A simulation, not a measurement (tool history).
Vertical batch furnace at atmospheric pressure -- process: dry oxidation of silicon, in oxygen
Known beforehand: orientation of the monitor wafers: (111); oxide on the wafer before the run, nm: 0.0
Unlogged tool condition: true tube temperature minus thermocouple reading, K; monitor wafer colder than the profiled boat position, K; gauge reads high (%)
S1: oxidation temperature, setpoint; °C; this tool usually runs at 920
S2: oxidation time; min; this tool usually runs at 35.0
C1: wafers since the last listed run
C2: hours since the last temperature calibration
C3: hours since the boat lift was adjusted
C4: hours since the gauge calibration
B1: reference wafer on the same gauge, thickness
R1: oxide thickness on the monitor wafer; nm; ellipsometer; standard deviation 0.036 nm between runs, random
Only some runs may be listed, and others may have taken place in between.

run 1 hour=0.0 | S1=920 S2=31.0 | C1=0 C2=4076.2 C3=3753.9 C4=192.4 | B1=21.30 | R1=22.63
run 2 hour=13.0 | S1=920 S2=35.0 | C1=187 C2=4089.2 C3=3766.9 C4=205.4 | B1=21.31 | R1=24.71
run 3 hour=21.8 | S1=920 S2=35.0 | C1=126 C2=4098.0 C3=3775.7 C4=214.2 | B1=21.29 | R1=24.66
run 4 hour=38.2 | S1=920 S2=23.5 | C1=236 C2=4114.4 C3=3792.1 C4=230.6 | B1=21.30 | R1=18.72
run 5 hour=47.7 | S1=931 S2=35.0 | C1=137 C2=4123.9 C3=3801.6 C4=240.1 | B1=21.29 | R1=27.37
run 6 hour=62.2 | S1=902 S2=39.0 | C1=209 C2=4138.4 C3=3816.1 C4=254.6 | B1=21.30 | R1=22.19
run 7 hour=72.1 | S1=902 S2=39.0 | C1=142 C2=4148.3 C3=3826.0 C4=264.5 | B1=21.31 | R1=22.19
run 8 hour=88.0 | S1=920 S2=35.0 | C1=229 C2=4164.2 C3=3841.9 C4=280.4 | B1=21.31 | R1=24.65
run 9 hour=96.4 | S1=920 S2=39.0 | C1=121 C2=4172.6 C3=3850.3 C4=288.8 | B1=21.30 | R1=26.53
run 10 hour=148.9 | S1=920 S2=39.0 | C1=757 C2=4225.1 C3=3902.8 C4=341.3 | B1=21.30 | R1=26.53
run 11 hour=160.9 | S1=920 S2=39.0 | C1=173 C2=4237.1 C3=3914.8 C4=353.3 | B1=21.31 | R1=26.51
run 12 hour=178.4 | S1=920 S2=35.0 | C1=252 C2=4254.6 C3=3932.3 C4=370.8 | B1=21.30 | R1=24.53
-- hour=181.1 gauge calibrated
-- hour=203.7 boat lift adjusted
run 13 hour=204.2 | S1=920 S2=35.0 | C1=25 C2=4280.4 C3=0.5 C4=23.1 | B1=21.32 | R1=25.64
run 14 hour=242.2 | S1=920 S2=35.0 | C1=548 C2=4318.4 C3=38.5 C4=61.1 | B1=21.30 | R1=25.67
run 15 hour=257.7 | S1=920 S2=35.0 | C1=223 C2=4333.9 C3=54.0 C4=76.6 | B1=21.30 | R1=25.69
-- hour=293.2 thermocouples replaced and temperature profile calibrated
run 16 hour=293.7 | S1=910 S2=35.0 | C1=173 C2=0.5 C3=90.0 C4=112.6 | B1=21.30 | R1=22.04
run 17 hour=297.1 | S1=920 S2=35.0 | C1=49 C2=3.9 C3=93.4 C4=116.0 | B1=21.32 | R1=24.43
run 18 hour=303.0 | S1=920 S2=35.0 | C1=85 C2=9.8 C3=99.3 C4=121.9 | B1=21.30 | R1=24.41
run 19 hour=316.2 | S1=945 S2=18.5 | C1=190 C2=23.0 C3=112.5 C4=135.1 | B1=21.30 | R1=19.78
run 20 hour=333.0 | S1=940 S2=47.5 | C1=242 C2=39.8 C3=129.3 C4=151.9 | B1=21.32 | R1=36.19
run 21 hour=348.0 | S1=945 S2=26.0 | C1=216 C2=54.8 C3=144.3 C4=166.9 | B1=21.29 | R1=25.03
run 22 hour=359.1 | S1=932 S2=44.5 | C1=160 C2=65.9 C3=155.4 C4=178.0 | B1=21.31 | R1=32.25
run 23 hour=402.3 | S1=936 S2=21.0 | C1=623 C2=109.1 C3=198.6 C4=221.2 | B1=21.30 | R1=19.98
run 24 hour=411.6 | S1=896 S2=22.0 | C1=134 C2=118.4 C3=207.9 C4=230.5 | B1=21.29 | R1=13.84
run 25 hour=423.1 | S1=905 S2=44.0 | C1=165 C2=129.9 C3=219.4 C4=242.0 | B1=21.31 | R1=24.61
run 26 hour=432.7 | S1=933 S2=46.0 | C1=138 C2=139.5 C3=229.0 C4=251.6 | B1=21.30 | R1=33.46
run 27 hour=444.1 | S1=938 S2=49.5 | C1=164 C2=150.9 C3=240.4 C4=263.0 | B1=21.31 | R1=36.63
run 28 hour=456.7 | S1=920 S2=49.0 | C1=181 C2=163.5 C3=253.0 C4=275.6 | B1=21.28 | R1=30.94
run 29 hour=467.1 | S1=920 S2=24.0 | C1=150 C2=173.9 C3=263.4 C4=286.0 | B1=21.30 | R1=18.88
run 30 hour=474.8 | S1=920 S2=35.0 | C1=111 C2=181.6 C3=271.1 C4=293.7 | B1=21.30 | R1=24.55
run 31 hour=483.3 | S1=913 S2=35.0 | C1=122 C2=190.1 C3=279.6 C4=302.2 | B1=21.31 | R1=22.89
run 32 hour=498.2 | S1=920 S2=35.0 | C1=214 C2=205.0 C3=294.5 C4=317.1 | B1=21.30 | R1=24.50
-- hour=503.3 gauge calibrated
run 33 hour=504.4 | S1=906 S2=21.0 | C1=89 C2=211.2 C3=300.7 C4=1.1 | B1=21.32 | R1=14.94
run 34 hour=518.9 | S1=929 S2=29.5 | C1=209 C2=225.7 C3=315.2 C4=15.6 | B1=21.30 | R1=23.80

Give the tool's hidden conditions for every run:
gauge reads high (%): 0 on each run
H1: true tube temperature minus thermocouple reading, K
H2: monitor wafer colder than the profiled boat position, K
run=1 H1=5.85 H2=4.3
run=2 H1=5.85 H2=4.32
run=3 H1=5.86 H2=4.34
run=4 H1=5.86 H2=4.37
run=5 H1=5.86 H2=4.39
run=6 H1=5.86 H2=4.41
run=7 H1=5.87 H2=4.43
run=8 H1=5.87 H2=4.46
run=9 H1=5.87 H2=4.48
run=10 H1=5.88 H2=4.58
run=11 H1=5.89 H2=4.6
run=12 H1=5.89 H2=4.64
run=13 H1=5.89 H2=0.195
run=14 H1=5.9 H2=0.195
run=15 H1=5.9 H2=0.196
run=16 H1=0.527 H2=0.197
run=17 H1=0.539 H2=0.197
run=18 H1=0.559 H2=0.197
run=19 H1=0.606 H2=0.198
run=20 H1=0.664 H2=0.199
run=21 H1=0.716 H2=0.2
run=22 H1=0.754 H2=0.201
run=23 H1=0.899 H2=0.205
run=24 H1=0.929 H2=0.206
run=25 H1=0.967 H2=0.207
run=26 H1=0.998 H2=0.208
run=27 H1=1.04 H2=0.209
run=28 H1=1.08 H2=0.211
run=29 H1=1.11 H2=0.212
run=30 H1=1.13 H2=0.213
run=31 H1=1.16 H2=0.214
run=32 H1=1.21 H2=0.216
run=33 H1=1.22 H2=0.217
run=34 H1=1.27 H2=0.22
